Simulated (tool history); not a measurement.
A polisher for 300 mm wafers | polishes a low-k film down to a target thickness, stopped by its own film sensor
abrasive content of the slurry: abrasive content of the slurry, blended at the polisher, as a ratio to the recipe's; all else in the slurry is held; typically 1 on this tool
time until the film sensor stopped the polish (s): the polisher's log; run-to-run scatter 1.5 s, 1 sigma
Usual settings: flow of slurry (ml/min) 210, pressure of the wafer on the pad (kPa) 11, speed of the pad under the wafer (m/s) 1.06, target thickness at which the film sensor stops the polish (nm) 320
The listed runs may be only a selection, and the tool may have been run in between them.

run	hour	flow of slurry (ml/min)	pressure of the wafer on the pad (kPa)	speed of the pad under the wafer (m/s)	abrasive content of the slurry	target thickness at which the film sensor stops the polish (nm)	incoming thickness of the incoming film, nm	time until the film sensor stopped the polish (s)
1	0	210	11	1.06	1	320	344.3	97.6
2	6.6	210	11	1.06	1	320	354.5	138.6
# hour 20.9: worn pad replaced by a new one
3	21.4	210	11	1.06	1	320	349.6	120.6
4	29.6	210	11	0.82	1	320	348.3	136.9
5	41.7	210	11	1.32	1	320	348.6	103.8
6	54	210	11	1.06	1	320	352.2	138.9
# hour 69.1: slurry nozzle cleaned
# hour 72.6: head pressure recalibrated
7	73.1	210	11	1.06	1	320	351.2	132.4
8	78.2	250	11	1.06	1	323	348	103
9	85.9	210	11	1.06	1	327	348.1	90.9
10	96.2	210	11	1.06	1	320	346.7	113.4
# hour 98.3: conditioning disc replaced and pad reconditioned
11	104.3	210	11	1.4	1	314	355.4	119.9
12	114.6	210	11	1.06	1	320	349.4	107.8
13	132.2	270	13.8	1.06	1	320	352.2	99.4
# hour 137.7: slurry blender recalibrated
# hour 139.9: worn pad replaced by a new one
14	140.7	230	11	0.8	1	320	353.1	134.7
15	147.5	210	11	1.06	1	320	348.8	99.6
16	154.3	190	11	1.06	1	320	355.4	120.3
17	166	145	11	1.32	1	329	352.2	71.5
18	180	210	8.3	1.06	1	320	352.6	132.3

Below are 4 alternative next runs, each starting from the tool's condition after run 18. Predict each:
A	180.4	210	11	1.06	1	328	349.9	?
B	180.4	165	11	0.72	1	329	349.9	?
C	180.4	230	11	1.06	1.15	328	349.9	?
D	180.4	235	13.1	0.78	1.15	320	349.9	?

run	time until the film sensor stopped the polish (s)
A	74.6
B	95.2
C	70.6
D	105.2
Without the tool's hidden state the same runs would have given:
run	time until the film sensor stopped the polish (s)
A	68.9
B	89.3
C	65.2
D	98

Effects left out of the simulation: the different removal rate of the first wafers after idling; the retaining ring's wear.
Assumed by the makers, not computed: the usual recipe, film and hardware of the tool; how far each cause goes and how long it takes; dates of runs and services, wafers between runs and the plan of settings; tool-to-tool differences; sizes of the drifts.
